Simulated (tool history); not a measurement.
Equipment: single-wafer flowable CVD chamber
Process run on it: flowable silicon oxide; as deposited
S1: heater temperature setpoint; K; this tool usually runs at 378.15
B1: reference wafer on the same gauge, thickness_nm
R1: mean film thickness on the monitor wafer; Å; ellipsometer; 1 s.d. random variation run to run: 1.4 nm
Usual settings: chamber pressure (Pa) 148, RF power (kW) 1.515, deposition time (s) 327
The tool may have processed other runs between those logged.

{"run": 1, "hour": 0.0, "S1": 371.15, "chamber pressure (Pa)": 148, "RF power (kW)": 1.515, "deposition time (s)": 327, "B1": 277.59, "R1": 3260.58}
{"run": 2, "hour": 18.3, "S1": 373.15, "chamber pressure (Pa)": 148, "RF power (kW)": 1.515, "deposition time (s)": 327, "B1": 278.051, "R1": 3044.94}
{"run": 3, "hour": 41.1, "S1": 378.15, "chamber pressure (Pa)": 173, "RF power (kW)": 1.515, "deposition time (s)": 327, "B1": 277.699, "R1": 2929.24}
{"run": 4, "hour": 75.2, "S1": 383.15, "chamber pressure (Pa)": 148, "RF power (kW)": 1.515, "deposition time (s)": 327, "B1": 278.146, "R1": 2049.51}
{"run": 5, "hour": 107.8, "S1": 383.15, "chamber pressure (Pa)": 148, "RF power (kW)": 1.515, "deposition time (s)": 327, "B1": 278.074, "R1": 2087.46}
{"run": 6, "hour": 138.9, "S1": 383.15, "chamber pressure (Pa)": 148, "RF power (kW)": 1.515, "deposition time (s)": 327, "B1": 278.399, "R1": 2089.66}
{"hour": 152.3, "done": "gauge calibrated"}
{"run": 7, "hour": 165.5, "S1": 378.15, "chamber pressure (Pa)": 163, "RF power (kW)": 1.515, "deposition time (s)": 327, "B1": 277.642, "R1": 2741.51}
{"run": 8, "hour": 205.2, "S1": 378.15, "chamber pressure (Pa)": 148, "RF power (kW)": 1.515, "deposition time (s)": 327, "B1": 278.037, "R1": 2510.4}
{"run": 9, "hour": 225.0, "S1": 378.15, "chamber pressure (Pa)": 148, "RF power (kW)": 1.515, "deposition time (s)": 327, "B1": 277.182, "R1": 2493.15}
{"run": 10, "hour": 252.8, "S1": 378.15, "chamber pressure (Pa)": 148, "RF power (kW)": 1.41, "deposition time (s)": 327, "B1": 278.395, "R1": 2460.77}
{"hour": 292.9, "done": "RF generator calibrated"}
{"hour": 316.0, "done": "capacitance manometer re-zeroed and calibrated"}
{"run": 11, "hour": 331.4, "S1": 378.15, "chamber pressure (Pa)": 148, "RF power (kW)": 1.41, "deposition time (s)": 327, "B1": 278.069, "R1": 2308.74}
{"run": 12, "hour": 343.8, "S1": 378.15, "chamber pressure (Pa)": 148, "RF power (kW)": 1.41, "deposition time (s)": 327, "B1": 278.554, "R1": 2285.21}
{"hour": 357.3, "done": "showerhead replaced"}
{"run": 13, "hour": 375.9, "S1": 378.15, "chamber pressure (Pa)": 132, "RF power (kW)": 1.515, "deposition time (s)": 327, "B1": 278.104, "R1": 2096.71}
{"hour": 410.0, "done": "thermocouple changed; heater temperature recalibrated"}
{"run": 14, "hour": 411.0, "S1": 382.15, "chamber pressure (Pa)": 120, "RF power (kW)": 1.705, "deposition time (s)": 272, "B1": 278.325, "R1": 1422.77}
{"run": 15, "hour": 442.4, "S1": 378.15, "chamber pressure (Pa)": 148, "RF power (kW)": 1.515, "deposition time (s)": 327, "B1": 277.64, "R1": 2410.09}
{"run": 16, "hour": 463.5, "S1": 378.15, "chamber pressure (Pa)": 148, "RF power (kW)": 1.515, "deposition time (s)": 375, "B1": 277.614, "R1": 2721.67}
{"run": 17, "hour": 495.5, "S1": 378.15, "chamber pressure (Pa)": 117, "RF power (kW)": 1.515, "deposition time (s)": 327, "B1": 277.904, "R1": 1865.62}
{"run": 18, "hour": 508.5, "S1": 386.15, "chamber pressure (Pa)": 148, "RF power (kW)": 1.62, "deposition time (s)": 327, "B1": 278.106, "R1": 1823.96}
{"run": 19, "hour": 534.1, "S1": 378.15, "chamber pressure (Pa)": 148, "RF power (kW)": 1.515, "deposition time (s)": 327, "B1": 278.4, "R1": 2386.55}
{"run": 20, "hour": 563.4, "S1": 378.15, "chamber pressure (Pa)": 148, "RF power (kW)": 1.335, "deposition time (s)": 327, "B1": 278.959, "R1": 2244.43}
{"run": 21, "hour": 580.5, "S1": 378.15, "chamber pressure (Pa)": 148, "RF power (kW)": 1.625, "deposition time (s)": 290, "B1": 278.138, "R1": 2153.8}
{"run": 22, "hour": 601.1, "S1": 378.15, "chamber pressure (Pa)": 148, "RF power (kW)": 1.515, "deposition time (s)": 327, "B1": 278.004, "R1": 2372.51}
{"run": 23, "hour": 618.7, "S1": 378.15, "chamber pressure (Pa)": 148, "RF power (kW)": 1.755, "deposition time (s)": 327, "B1": 278.017, "R1": 2512.34}
{"run": 24, "hour": 709.9, "S1": 384.15, "chamber pressure (Pa)": 148, "RF power (kW)": 1.515, "deposition time (s)": 327, "B1": 277.485, "R1": 1931.5}
{"run": 25, "hour": 734.8, "S1": 378.15, "chamber pressure (Pa)": 148, "RF power (kW)": 1.335, "deposition time (s)": 327, "B1": 277.709, "R1": 2250.43}
{"run": 26, "hour": 760.3, "S1": 378.15, "chamber pressure (Pa)": 148, "RF power (kW)": 1.72, "deposition time (s)": 297, "B1": 278.046, "R1": 2272.34}
{"run": 27, "hour": 781.8, "S1": 365.15, "chamber pressure (Pa)": 148, "RF power (kW)": 1.515, "deposition time (s)": 327, "B1": 278.734, "R1": 3948.25}
{"run": 28, "hour": 800.2, "S1": 369.15, "chamber pressure (Pa)": 171, "RF power (kW)": 1.625, "deposition time (s)": 327, "B1": 278.058, "R1": 3993.62}

Hidden state or all else? Some run-to-run changes of R1, split into what the settings, what came in and random variation would give without the hidden state, and what is left for the hidden state (with any gauge scatter that isn't in both results):
The tool's hidden condition here consists of: wafer temperature above the value expected at the setpoint (K); delivered RF power above the setpoint (%); true pressure above the setpoint (%); gauge reads high (%).
Run 6 -> 7: S1 383.15 -> 378.15, chamber pressure (Pa) 148 -> 163, gauge calibrated. R1 +651.85 Å: hidden state +36.24, all else +615.61.
Run 10 -> 11: RF generator calibrated, capacitance manometer re-zeroed and calibrated. R1 -152.03 Å: hidden state -140.04, all else -11.99.
Run 14 -> 15: S1 382.15 -> 378.15, chamber pressure (Pa) 120 -> 148, RF power (kW) 1.705 -> 1.515, deposition time (s) 272 -> 327. R1 +987.32 Å: hidden state +4.93, all else +982.39.
Run 26 -> 27: S1 378.15 -> 365.15, RF power (kW) 1.720 -> 1.515, deposition time (s) 297 -> 327. R1 +1675.91 Å: hidden state +31.22, all else +1644.69.

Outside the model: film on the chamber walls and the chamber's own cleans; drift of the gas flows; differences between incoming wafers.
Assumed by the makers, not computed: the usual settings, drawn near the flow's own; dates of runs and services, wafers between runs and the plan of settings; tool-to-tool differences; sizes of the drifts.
